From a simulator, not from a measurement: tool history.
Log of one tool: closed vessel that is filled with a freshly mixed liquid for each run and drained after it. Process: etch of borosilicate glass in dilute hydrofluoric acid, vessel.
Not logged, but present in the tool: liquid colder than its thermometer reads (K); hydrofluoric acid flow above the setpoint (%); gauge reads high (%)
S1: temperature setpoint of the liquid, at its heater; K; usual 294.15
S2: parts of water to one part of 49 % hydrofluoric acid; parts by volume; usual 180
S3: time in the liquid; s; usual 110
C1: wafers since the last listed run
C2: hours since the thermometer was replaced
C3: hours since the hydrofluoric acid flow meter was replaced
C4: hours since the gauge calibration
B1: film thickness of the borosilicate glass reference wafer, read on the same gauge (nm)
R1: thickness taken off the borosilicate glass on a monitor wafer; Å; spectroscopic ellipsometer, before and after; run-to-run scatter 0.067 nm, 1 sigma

run 1 hour=0 | S1=294.15 S2=180 S3=110 | C1=0 C2=1075.4 C3=503.6 C4=348.6 | B1=109.99 | R1=146.9
-- hour=35.3 hydrofluoric acid flow meter replaced
run 2 hour=61 | S1=294.15 S2=155 S3=110 | C1=6234 C2=1136.4 C3=25.7 C4=409.6 | B1=110.04 | R1=176.2
run 3 hour=123.7 | S1=294.15 S2=155 S3=110 | C1=6515 C2=1199.1 C3=88.4 C4=472.3 | B1=110.03 | R1=176.2
run 4 hour=155 | S1=294.15 S2=180 S3=110 | C1=3252 C2=1230.4 C3=119.7 C4=503.6 | B1=110 | R1=147.9
run 5 hour=184.3 | S1=294.15 S2=180 S3=110 | C1=3044 C2=1259.7 C3=149 C4=532.9 | B1=109.99 | R1=147
run 6 hour=247.2 | S1=294.15 S2=180 S3=110 | C1=6536 C2=1322.6 C3=211.9 C4=595.8 | B1=109.98 | R1=147.4
-- hour=279.4 gauge calibrated
run 7 hour=313.8 | S1=294.15 S2=180 S3=110 | C1=6920 C2=1389.2 C3=278.5 C4=34.4 | B1=110.07 | R1=147.9
run 8 hour=354.8 | S1=294.15 S2=180 S3=110 | C1=4260 C2=1430.2 C3=319.5 C4=75.4 | B1=110.02 | R1=148.1
run 9 hour=386.7 | S1=294.15 S2=180 S3=110 | C1=3314 C2=1462.1 C3=351.4 C4=107.3 | B1=110.01 | R1=147.9
-- hour=417 thermometer replaced
run 10 hour=437.9 | S1=290.15 S2=205 S3=170 | C1=5216 C2=20.9 C3=402.6 C4=158.5 | B1=109.98 | R1=166.6
run 11 hour=494.9 | S1=294.15 S2=180 S3=110 | C1=5922 C2=77.9 C3=459.6 C4=215.5 | B1=110 | R1=148.1
-- hour=518.1 hydrofluoric acid flow meter replaced
run 12 hour=538.1 | S1=296.65 S2=110 S3=110 | C1=4385 C2=121.1 C3=20 C4=258.7 | B1=110.01 | R1=285.8
run 13 hour=653.9 | S1=294.15 S2=120 S3=60 | C1=12032 C2=236.9 C3=135.8 C4=374.5 | B1=110.01 | R1=128.3
run 14 hour=711.6 | S1=296.15 S2=140 S3=110 | C1=5995 C2=294.6 C3=193.5 C4=432.2 | B1=110.01 | R1=215
run 15 hour=761.6 | S1=294.15 S2=180 S3=110 | C1=5195 C2=344.6 C3=243.5 C4=482.2 | B1=109.97 | R1=146
run 16 hour=792.9 | S1=292.15 S2=180 S3=145 | C1=3252 C2=375.9 C3=274.8 C4=513.5 | B1=110.01 | R1=181

4 ways to go on from here, each from the tool as it stands after run 16. What would each give?
run A hour=793.6 | S1=294.15 S2=180 S3=110 | C1=72 C2=376.6 C3=275.5 C4=514.2 | B1=? | R1=?
run B hour=793.6 | S1=291.65 S2=155 S3=170 | C1=72 C2=376.6 C3=275.5 C4=514.2 | B1=? | R1=?
run C hour=793.6 | S1=298.15 S2=245 S3=65 | C1=72 C2=376.6 C3=275.5 C4=514.2 | B1=? | R1=?
run D hour=793.6 | S1=296.15 S2=270 S3=145 | C1=72 C2=376.6 C3=275.5 C4=514.2 | B1=? | R1=?

run=A B1=110.01 R1=147.9
run=B B1=110.01 R1=246.7
run=C B1=110.01 R1=69.6
run=D B1=110.01 R1=127.9
With no hidden state in the tool, these same runs would have given:
run=A R1=147.9
run=B R1=246.7
run=C R1=69.6
run=D R1=127.9
